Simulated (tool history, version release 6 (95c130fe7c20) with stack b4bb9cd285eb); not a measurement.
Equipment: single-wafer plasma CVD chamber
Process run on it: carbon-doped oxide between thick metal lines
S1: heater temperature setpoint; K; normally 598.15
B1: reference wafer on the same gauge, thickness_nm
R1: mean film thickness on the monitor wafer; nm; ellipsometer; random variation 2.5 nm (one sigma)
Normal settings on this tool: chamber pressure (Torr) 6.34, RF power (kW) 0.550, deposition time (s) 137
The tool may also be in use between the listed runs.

Run 1, day 0.000: usual settings but RF power (kW) 0.525, deposition time (s) 144; B1 710.147. Result: R1 803.149 nm.
Run 2, day 1.792: usual settings but RF power (kW) 0.525, deposition time (s) 144; B1 709.817. Result: R1 808.669 nm.
Run 3, day 4.529: usual settings but RF power (kW) 0.525, deposition time (s) 144; B1 710.055. Result: R1 809.137 nm.
Run 4, day 7.083: usual settings; B1 709.568. Result: R1 780.097 nm.
Run 5, day 8.192: usual settings; B1 709.767. Result: R1 781.575 nm.
Run 6, day 10.938: usual settings; B1 710.209. Result: R1 782.300 nm.
At day 12.538: RF generator calibrated.
Run 7, day 13.517: usual settings but chamber pressure (Torr) 7.49; B1 709.805. Result: R1 791.962 nm.
Run 8, day 15.358: usual settings; B1 709.926. Result: R1 780.092 nm.
Run 9, day 18.225: usual settings; B1 709.798. Result: R1 780.796 nm.
Run 10, day 20.342: usual settings but S1 603.15 K, chamber pressure (Torr) 5.48, deposition time (s) 124; B1 710.529. Result: R1 676.301 nm.
At day 22.517: thermocouple changed; heater temperature recalibrated.
Run 11, day 22.675: usual settings but chamber pressure (Torr) 4.83; B1 710.590. Result: R1 738.305 nm.
Run 12, day 25.358: usual settings but chamber pressure (Torr) 5.84; B1 709.977. Result: R1 770.197 nm.
Run 13, day 27.221: usual settings but S1 611.15 K, deposition time (s) 119; B1 710.400. Result: R1 645.315 nm.
At day 30.475: capacitance manometer re-zeroed and calibrated.
Run 14, day 30.496: usual settings; B1 710.113. Result: R1 785.340 nm.
Run 15, day 31.375: usual settings but S1 612.15 K; B1 709.866. Result: R1 744.869 nm.
At day 31.721: showerhead replaced.
At day 31.729: gauge calibrated.
Run 16, day 33.450: usual settings; B1 709.881. Result: R1 781.024 nm.
Run 17, day 34.458: usual settings; B1 710.115. Result: R1 778.929 nm.
Run 18, day 37.108: usual settings but S1 589.15 K, chamber pressure (Torr) 7.20; B1 709.752. Result: R1 814.600 nm.
Run 19, day 39.671: usual settings but S1 612.15 K, RF power (kW) 0.460; B1 709.924. Result: R1 695.288 nm.
Run 20, day 42.233: usual settings but S1 586.15 K; B1 709.993. Result: R1 825.179 nm.
Run 21, day 44.996: usual settings; B1 709.937. Result: R1 778.444 nm.
Run 22, day 47.975: usual settings but S1 606.15 K, chamber pressure (Torr) 5.35; B1 709.488. Result: R1 734.353 nm.
Run 23, day 49.633: usual settings but RF power (kW) 0.605; B1 709.834. Result: R1 811.257 nm.
At day 50.292: RF generator calibrated.
Run 24, day 51.554: usual settings but chamber pressure (Torr) 7.36, RF power (kW) 0.595; B1 710.572. Result: R1 814.238 nm.
Run 25, day 53.854: usual settings but S1 586.15 K, chamber pressure (Torr) 7.11, RF power (kW) 0.475, deposition time (s) 151; B1 710.385. Result: R1 862.723 nm.
Run 26, day 54.908: usual settings but S1 606.15 K, RF power (kW) 0.490, deposition time (s) 110; B1 709.826. Result: R1 581.683 nm.
Run 27, day 56.125: usual settings but chamber pressure (Torr) 5.49, RF power (kW) 0.455; B1 710.281. Result: R1 707.948 nm.
Run 28, day 58.292: usual settings; B1 710.160. Result: R1 777.519 nm.
Run 29, day 60.704: usual settings but chamber pressure (Torr) 5.15, RF power (kW) 0.595; B1 710.206. Result: R1 772.840 nm.

Branching from run 29: 3 alternative next runs. What would each branch give?
Run A, day 60.721: usual settings; B1 ?. Result: R1 ?.
Run B, day 60.721: usual settings but S1 587.15 K, chamber pressure (Torr) 5.21, RF power (kW) 0.580, deposition time (s) 161; B1 ?. Result: R1 ?.
Run C, day 60.721: usual settings but chamber pressure (Torr) 5.01, RF power (kW) 0.450; B1 ?. Result: R1 ?.

run       B1       R1
  A  709.775  777.083
  B  709.775  939.284
  C  709.775  689.378
Without the tool's unlogged condition, the same runs would have read:
run       R1
  A  777.083
  B  939.284
  C  689.378

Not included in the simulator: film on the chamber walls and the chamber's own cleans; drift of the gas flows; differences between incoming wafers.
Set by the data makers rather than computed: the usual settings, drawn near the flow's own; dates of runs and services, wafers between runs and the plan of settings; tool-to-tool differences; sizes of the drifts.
